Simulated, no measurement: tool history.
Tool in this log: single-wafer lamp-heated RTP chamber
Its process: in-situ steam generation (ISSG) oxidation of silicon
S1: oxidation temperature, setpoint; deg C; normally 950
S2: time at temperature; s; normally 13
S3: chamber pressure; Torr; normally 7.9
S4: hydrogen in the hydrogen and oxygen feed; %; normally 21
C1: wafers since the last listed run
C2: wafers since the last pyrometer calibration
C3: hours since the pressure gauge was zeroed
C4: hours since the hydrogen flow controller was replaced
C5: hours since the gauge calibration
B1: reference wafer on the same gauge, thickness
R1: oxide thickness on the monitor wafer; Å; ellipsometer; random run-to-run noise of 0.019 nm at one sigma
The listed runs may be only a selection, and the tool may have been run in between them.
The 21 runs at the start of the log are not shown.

run      day   S1  S2   S3  S4    C1    C2      C3      C4      C5     B1     R1
 22   66.558  950  13  7.9  21   624  7533   400.6    1232   633.2   3.38  37.01
      68.358  -- pyrometer window cleaned and pyrometer calibrated
 23   70.054  950  13  7.9  21   813   436   484.5  1315.9   717.1   3.38  36.09
 24   72.792  957  13  7.9  21   703  1139   550.2  1381.6   782.8   3.38     37
 25   76.696  950  17  7.9  21  1003  2143   643.9  1475.3   876.5  3.381  40.48
 26   79.946  950  13  7.9  21   835  2979   721.9  1553.3   954.5  3.384   36.4
 27   84.042  950  13  7.3  13  1053  4032   820.2  1651.6  1052.8  3.382  32.76
 28   87.346  950  13  6.9  21   849  4881   899.5  1730.9  1132.1  3.383  36.38
 29   91.104  932  12  7.9  18   966  5847   989.7  1821.1  1222.3  3.379  32.94
      92.946  -- pyrometer window cleaned and pyrometer calibrated
 30   95.254  961  13  7.9  21   981   593  1089.3  1920.7  1321.9   3.38  37.69
     107.029  -- gauge calibrated
 31  108.158  950  13  7.9  15  3317  3911    1399  2230.4    27.1  3.378  33.81
 32   111.85  950   8  7.9  21   949  4860  1487.6    2319   115.7  3.381  30.82

Predict each of these 3 candidate next runs independently; none follows another, all start after run 32:
  A  111.871  950  13  7.9  21   5  4866  1488.1  2319.5  116.2   ?   ?
  B  111.871  940  15    7  21   5  4866  1488.1  2319.5  116.2   ?   ?
  C  111.871  933   9  7.9  21   5  4866  1488.1  2319.5  116.2   ?   ?

run     B1     R1
  A  3.381  36.72
  B  3.381  37.61
  C  3.381  30.87
The same runs, with their run-to-run variation unchanged, on a tool lacking any hidden condition would have given:
run     R1
  A  35.88
  B  36.76
  C  30.34
